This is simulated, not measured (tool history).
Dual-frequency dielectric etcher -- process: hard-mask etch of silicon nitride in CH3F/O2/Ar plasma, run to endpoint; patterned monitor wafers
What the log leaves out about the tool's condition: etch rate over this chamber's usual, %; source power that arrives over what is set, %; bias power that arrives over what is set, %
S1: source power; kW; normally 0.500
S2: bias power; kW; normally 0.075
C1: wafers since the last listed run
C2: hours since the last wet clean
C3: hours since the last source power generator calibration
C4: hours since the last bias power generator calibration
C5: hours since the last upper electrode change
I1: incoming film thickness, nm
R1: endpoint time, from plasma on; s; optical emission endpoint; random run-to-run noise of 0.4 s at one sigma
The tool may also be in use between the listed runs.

run,hour,S1,S2,C1,C2,C3,C4,C5,I1,R1
1,0.0,0.570,0.075,0,363.0,3530.5,1604.4,1246.4,48.35,56.3
# hour 109.8: wet clean of the chamber
2,110.3,0.560,0.075,868,0.5,3640.8,1714.7,1356.7,48.42,59.6
3,152.1,0.560,0.075,420,42.3,3682.6,1756.5,1398.5,48.86,59.2
4,353.2,0.560,0.075,2022,243.4,3883.7,1957.6,1599.6,48.49,57.5
5,439.2,0.500,0.087,865,329.4,3969.7,2043.6,1685.6,48.75,56.1
6,540.7,0.500,0.062,1020,430.9,4071.2,2145.1,1787.1,48.87,62.8
# hour 611.2: wet clean of the chamber
7,634.5,0.500,0.062,702,23.3,4165.0,2238.9,1880.9,48.14,65.8
8,736.1,0.500,0.062,1021,124.9,4266.6,2340.5,1982.5,48.47,66.1
9,786.9,0.500,0.075,510,175.7,4317.4,2391.3,2033.3,48.83,61.5
10,835.3,0.500,0.075,486,224.1,4365.8,2439.7,2081.7,48.48,60.0
11,879.5,0.500,0.075,444,268.3,4410.0,2483.9,2125.9,48.09,58.8
12,972.3,0.500,0.082,933,361.1,4502.8,2576.7,2218.7,48.36,57.6
# hour 1017.4: upper electrode replaced
13,1017.9,0.500,0.075,217,406.7,4548.4,2622.3,0.5,48.96,59.5

Run 14 is up next; what results do you expect?
# hour 1024.8: bias power generator calibrated
# hour 1100.4: wet clean of the chamber
14,1113.5,0.440,0.089,679,13.1,4644.0,88.7,96.1,47.87,?

R1: 58.9 s
The same run, on a tool lacking any hidden state, would have yielded R1 59.4 s.
